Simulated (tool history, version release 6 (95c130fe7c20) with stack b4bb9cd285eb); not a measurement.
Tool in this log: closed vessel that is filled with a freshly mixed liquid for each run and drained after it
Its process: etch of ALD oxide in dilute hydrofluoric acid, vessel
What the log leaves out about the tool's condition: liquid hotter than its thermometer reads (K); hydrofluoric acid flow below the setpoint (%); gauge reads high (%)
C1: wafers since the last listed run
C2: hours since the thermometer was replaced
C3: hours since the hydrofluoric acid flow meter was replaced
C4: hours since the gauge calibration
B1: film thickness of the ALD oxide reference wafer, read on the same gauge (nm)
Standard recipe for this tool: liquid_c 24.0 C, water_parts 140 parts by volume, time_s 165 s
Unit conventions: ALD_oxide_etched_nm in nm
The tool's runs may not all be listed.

Run 1, day 0.000: usual settings but liquid_c 27.5 C; C1 0; C2 309.8; C3 508.1; C4 342.8; B1 140.00. Result: ALD_oxide_etched_nm 30.87 nm.
At day 0.392: hydrofluoric acid flow meter replaced.
Run 2, day 1.292: usual settings but liquid_c 27.5 C; C1 3363; C2 340.8; C3 21.6; C4 373.8; B1 140.01. Result: ALD_oxide_etched_nm 32.40 nm.
Run 3, day 2.688: usual settings but liquid_c 27.5 C; C1 3755; C2 374.3; C3 55.1; C4 407.3; B1 139.99. Result: ALD_oxide_etched_nm 32.02 nm.
Run 4, day 3.500: usual settings; C1 2186; C2 393.8; C3 74.6; C4 426.8; B1 139.99. Result: ALD_oxide_etched_nm 28.08 nm.
Run 5, day 4.442: usual settings; C1 2533; C2 416.4; C3 97.2; C4 449.4; B1 140.01. Result: ALD_oxide_etched_nm 28.34 nm.
Run 6, day 5.779: usual settings; C1 3598; C2 448.5; C3 129.3; C4 481.5; B1 140.00. Result: ALD_oxide_etched_nm 28.32 nm.
Run 7, day 6.808: usual settings; C1 2769; C2 473.2; C3 154.0; C4 506.2; B1 139.99. Result: ALD_oxide_etched_nm 28.14 nm.
Run 8, day 8.200: usual settings; C1 3744; C2 506.6; C3 187.4; C4 539.6; B1 140.00. Result: ALD_oxide_etched_nm 28.19 nm.
Run 9, day 8.946: usual settings; C1 2006; C2 524.5; C3 205.3; C4 557.5; B1 140.00. Result: ALD_oxide_etched_nm 27.97 nm.
Run 10, day 9.546: usual settings but water_parts 180 parts by volume, time_s 215 s; C1 1614; C2 538.9; C3 219.7; C4 571.9; B1 139.98. Result: ALD_oxide_etched_nm 27.07 nm.
Run 11, day 10.054: usual settings but water_parts 180 parts by volume, time_s 215 s; C1 1367; C2 551.1; C3 231.9; C4 584.1; B1 140.00. Result: ALD_oxide_etched_nm 27.09 nm.
Run 12, day 11.262: usual settings; C1 3251; C2 580.1; C3 260.9; C4 613.1; B1 140.01. Result: ALD_oxide_etched_nm 27.95 nm.
At day 11.938: thermometer replaced.
Run 13, day 14.817: usual settings; C1 9451; C2 69.1; C3 346.2; C4 698.4; B1 140.01. Result: ALD_oxide_etched_nm 27.50 nm.
Run 14, day 15.529: usual settings; C1 1917; C2 86.2; C3 363.3; C4 715.5; B1 140.02. Result: ALD_oxide_etched_nm 27.87 nm.
Run 15, day 16.542: usual settings; C1 2724; C2 110.5; C3 387.6; C4 739.8; B1 140.01. Result: ALD_oxide_etched_nm 27.78 nm.
Run 16, day 17.433: usual settings but water_parts 85 parts by volume; C1 2399; C2 131.9; C3 409.0; C4 761.2; B1 140.00. Result: ALD_oxide_etched_nm 48.90 nm.
Run 17, day 18.300: usual settings but liquid_c 25.5 C, water_parts 200 parts by volume, time_s 195 s; C1 2331; C2 152.7; C3 429.8; C4 782.0; B1 140.00. Result: ALD_oxide_etched_nm 22.45 nm.
Run 18, day 19.362: usual settings but liquid_c 20.0 C, water_parts 185 parts by volume; C1 2858; C2 178.2; C3 455.3; C4 807.5; B1 139.99. Result: ALD_oxide_etched_nm 16.67 nm.
Run 19, day 19.967: usual settings but liquid_c 21.5 C, water_parts 195 parts by volume, time_s 80 s; C1 1625; C2 192.7; C3 469.8; C4 822.0; B1 140.01. Result: ALD_oxide_etched_nm 8.14 nm.
At day 21.046: hydrofluoric acid flow meter replaced.
Run 20, day 21.171: usual settings but time_s 120 s; C1 3127; C2 221.6; C3 3.0; C4 850.9; B1 139.98. Result: ALD_oxide_etched_nm 20.75 nm.
Run 21, day 22.646: usual settings but water_parts 180 parts by volume, time_s 215 s; C1 3968; C2 257.0; C3 38.4; C4 886.3; B1 139.99. Result: ALD_oxide_etched_nm 27.90 nm.
Run 22, day 23.912: usual settings but liquid_c 19.5 C, water_parts 95 parts by volume; C1 3408; C2 287.4; C3 68.8; C4 916.7; B1 139.98. Result: ALD_oxide_etched_nm 37.04 nm.
Run 23, day 25.192: usual settings but time_s 225 s; C1 3441; C2 318.1; C3 99.5; C4 947.4; B1 139.99. Result: ALD_oxide_etched_nm 38.56 nm.
At day 26.242: gauge calibrated.
Run 24, day 26.542: usual settings but water_parts 175 parts by volume; C1 3632; C2 350.5; C3 131.9; C4 7.2; B1 140.01. Result: ALD_oxide_etched_nm 21.59 nm.
Run 25, day 30.800: usual settings; C1 11457; C2 452.7; C3 234.1; C4 109.4; B1 140.01. Result: ALD_oxide_etched_nm 28.00 nm.
Run 26, day 32.267: usual settings but liquid_c 20.0 C, water_parts 190 parts by volume, time_s 95 s; C1 3946; C2 487.9; C3 269.3; C4 144.6; B1 140.03. Result: ALD_oxide_etched_nm 9.68 nm.
Run 27, day 33.396: usual settings but liquid_c 28.5 C, time_s 100 s; C1 3038; C2 515.0; C3 296.4; C4 171.7; B1 140.00. Result: ALD_oxide_etched_nm 20.06 nm.
Run 28, day 34.262: usual settings but liquid_c 20.5 C, water_parts 90 parts by volume, time_s 245 s; C1 2331; C2 535.8; C3 317.2; C4 192.5; B1 139.99. Result: ALD_oxide_etched_nm 58.84 nm.
Run 29, day 35.692: usual settings; C1 3845; C2 570.1; C3 351.5; C4 226.8; B1 139.99. Result: ALD_oxide_etched_nm 27.75 nm.
Run 30, day 36.946: usual settings but liquid_c 21.5 C, water_parts 160 parts by volume, time_s 230 s; C1 3374; C2 600.2; C3 381.6; C4 256.9; B1 139.98. Result: ALD_oxide_etched_nm 30.03 nm.

Below are 5 alternative next runs, each starting from the tool's condition after run 30. Predict each:
Run A, day 36.975: usual settings; C1 78; C2 600.9; C3 382.3; C4 257.6; B1 ?. Result: ALD_oxide_etched_nm ?.
Run B, day 36.975: usual settings but liquid_c 20.5 C, water_parts 105 parts by volume, time_s 220 s; C1 78; C2 600.9; C3 382.3; C4 257.6; B1 ?. Result: ALD_oxide_etched_nm ?.
Run C, day 36.975: usual settings but liquid_c 22.0 C, time_s 115 s; C1 78; C2 600.9; C3 382.3; C4 257.6; B1 ?. Result: ALD_oxide_etched_nm ?.
Run D, day 36.975: usual settings but liquid_c 22.5 C, time_s 115 s; C1 78; C2 600.9; C3 382.3; C4 257.6; B1 ?. Result: ALD_oxide_etched_nm ?.
Run E, day 36.975: usual settings but liquid_c 26.5 C; C1 78; C2 600.9; C3 382.3; C4 257.6; B1 ?. Result: ALD_oxide_etched_nm ?.

run      B1  ALD_oxide_etched_nm
  A  140.01                27.89
  B  140.01                44.99
  C  140.01                17.99
  D  140.01                18.34
  E  140.01                30.66
Take away the tool's hidden state, keep each run's random variation, and the runs would have read:
run  ALD_oxide_etched_nm
  A                28.98
  B                46.68
  C                18.69
  D                19.06
  E                31.87
